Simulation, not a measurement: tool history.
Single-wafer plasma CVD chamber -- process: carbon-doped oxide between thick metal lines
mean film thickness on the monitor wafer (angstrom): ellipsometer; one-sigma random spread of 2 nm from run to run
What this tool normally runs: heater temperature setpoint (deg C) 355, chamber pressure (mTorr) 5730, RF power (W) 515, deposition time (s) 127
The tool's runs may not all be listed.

run,hour,heater temperature setpoint (deg C),chamber pressure (mTorr),RF power (W),deposition time (s),"read-back reference wafer on the same gauge, thickness_nm",mean film thickness on the monitor wafer (angstrom)
1,0,355,5730,515,127,718.986,7047.15
2,27.9,355,5730,515,127,718.384,7046.75
3,117.9,355,5730,515,127,718.973,7012.66
4,139.7,355,5730,515,146,719.565,8086.99
5,169.2,355,5730,515,127,719.099,7052.34
6,204.8,355,5730,515,127,719.816,7027.88
7,227.8,355,5730,515,127,719.3,7036.03
8,259.7,355,5730,515,127,718.707,7002.96
9,288.2,355,5730,515,127,719.072,7032.93
10,307,355,5730,515,127,718.693,7016.59
11,329,367,5730,560,127,719.127,7445.76
# hour 339.1: showerhead replaced, of another model than before
12,341.2,355,5730,515,137,718.986,7615.9
# hour 364: gauge calibrated
13,370.9,363,5730,515,115,718.257,6280.34
# hour 385.4: capacitance manometer re-zeroed and calibrated
14,403.7,369,5730,425,106,719.049,4843.2
15,439.3,355,5730,565,113,717.744,6752.6
16,470.2,355,5730,515,127,719.462,7087.6
17,504.8,355,5730,515,127,720.035,7048.08
# hour 520.1: RF generator calibrated
18,522,350,5730,515,127,719.228,7302.68
19,534.5,355,6300,575,127,718.611,7914.38
20,560.4,355,5730,515,127,718.808,7223.11
# hour 587.8: thermocouple changed; heater temperature recalibrated
21,588.3,359,5730,515,127,718.562,7162.67
22,604.3,342,6370,515,106,719.457,6289.72
23,617.7,348,5190,475,134,718.061,7207.13
24,644.1,355,5730,515,127,718.415,7228.03
25,658.6,355,5730,515,127,718.678,7212.89
26,686,355,5730,515,127,719.167,7253.03
27,704.8,366,6280,515,127,718.466,7117.04
28,800.9,345,5730,485,127,718.822,7054.18
29,829.6,355,5730,515,127,719.568,7232.91

State the hidden condition of the tool at each of the runs:
wafer temperature above the value expected at the setpoint (K): 0 at every run
true pressure above the setpoint (%): 0 at every run
gauge reads high (%): 0 at every run
H1: delivered RF power above the setpoint (%)
run,H1
1,-2.55
2,-2.6
3,-2.76
4,-2.8
5,-2.85
6,-2.91
7,-2.95
8,-3
9,-3.05
10,-3.09
11,-3.13
12,-3.15
13,-3.2
14,-3.25
15,-3.32
16,-3.37
17,-3.43
18,-0.15
19,-0.172
20,-0.217
21,-0.266
22,-0.293
23,-0.317
24,-0.363
25,-0.388
26,-0.436
27,-0.468
28,-0.635
29,-0.685
